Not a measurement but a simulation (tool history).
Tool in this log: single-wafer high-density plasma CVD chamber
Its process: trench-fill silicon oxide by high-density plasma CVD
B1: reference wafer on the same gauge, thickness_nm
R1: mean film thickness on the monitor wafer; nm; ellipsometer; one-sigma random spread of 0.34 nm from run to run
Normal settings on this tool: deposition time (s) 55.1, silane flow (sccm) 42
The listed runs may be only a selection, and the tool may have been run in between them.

{"run": 1, "hour": 0.0, "deposition time (s)": 51.0, "silane flow (sccm)": 42, "B1": 244.469, "R1": 213.03}
{"run": 2, "hour": 17.0, "deposition time (s)": 55.1, "silane flow (sccm)": 46, "B1": 244.498, "R1": 248.958}
{"run": 3, "hour": 28.8, "deposition time (s)": 55.1, "silane flow (sccm)": 46, "B1": 244.755, "R1": 248.914}
{"run": 4, "hour": 58.4, "deposition time (s)": 55.1, "silane flow (sccm)": 46, "B1": 245.084, "R1": 249.754}
{"run": 5, "hour": 66.6, "deposition time (s)": 52.8, "silane flow (sccm)": 42, "B1": 245.229, "R1": 221.003}
{"run": 6, "hour": 88.4, "deposition time (s)": 52.8, "silane flow (sccm)": 42, "B1": 245.363, "R1": 221.038}
{"run": 7, "hour": 106.4, "deposition time (s)": 52.8, "silane flow (sccm)": 42, "B1": 245.414, "R1": 220.817}
{"run": 8, "hour": 122.1, "deposition time (s)": 55.1, "silane flow (sccm)": 45, "B1": 245.63, "R1": 244.792}
{"hour": 130.9, "done": "gauge calibrated"}
{"hour": 139.6, "done": "silane flow controller replaced"}
{"run": 9, "hour": 140.1, "deposition time (s)": 55.1, "silane flow (sccm)": 47, "B1": 243.802, "R1": 252.892}
{"run": 10, "hour": 140.7, "deposition time (s)": 55.1, "silane flow (sccm)": 38, "B1": 243.931, "R1": 210.436}
{"run": 11, "hour": 152.1, "deposition time (s)": 55.1, "silane flow (sccm)": 44, "B1": 243.864, "R1": 238.879}
{"run": 12, "hour": 161.3, "deposition time (s)": 46.4, "silane flow (sccm)": 50, "B1": 244.175, "R1": 224.815}
{"run": 13, "hour": 174.2, "deposition time (s)": 55.1, "silane flow (sccm)": 42, "B1": 244.214, "R1": 229.979}
{"run": 14, "hour": 220.6, "deposition time (s)": 49.5, "silane flow (sccm)": 42, "B1": 244.546, "R1": 206.088}
{"run": 15, "hour": 227.7, "deposition time (s)": 55.1, "silane flow (sccm)": 35, "B1": 244.707, "R1": 197.286}
{"run": 16, "hour": 239.0, "deposition time (s)": 55.1, "silane flow (sccm)": 46, "B1": 244.821, "R1": 248.224}
{"run": 17, "hour": 250.1, "deposition time (s)": 55.1, "silane flow (sccm)": 40, "B1": 244.914, "R1": 220.613}

How would selected steps in R1 from run to run divide? Give the signed amount a tool lacking its hidden state would still show from settings, what came in and random variation, and the signed amount left for the hidden state, including any gauge scatter that is not in both of the compared results.
Hidden conditions of the tool in this case: delivered silane flow above the setpoint (%); gauge reads high (%).
Run 8 -> 9: silane flow (sccm) 45 -> 47, gauge calibrated, silane flow controller replaced. R1 +8.100 nm: hidden state -1.843, all else +9.943.
Run 15 -> 16: silane flow (sccm) 35 -> 46. R1 +50.938 nm: hidden state +0.248, all else +50.690.

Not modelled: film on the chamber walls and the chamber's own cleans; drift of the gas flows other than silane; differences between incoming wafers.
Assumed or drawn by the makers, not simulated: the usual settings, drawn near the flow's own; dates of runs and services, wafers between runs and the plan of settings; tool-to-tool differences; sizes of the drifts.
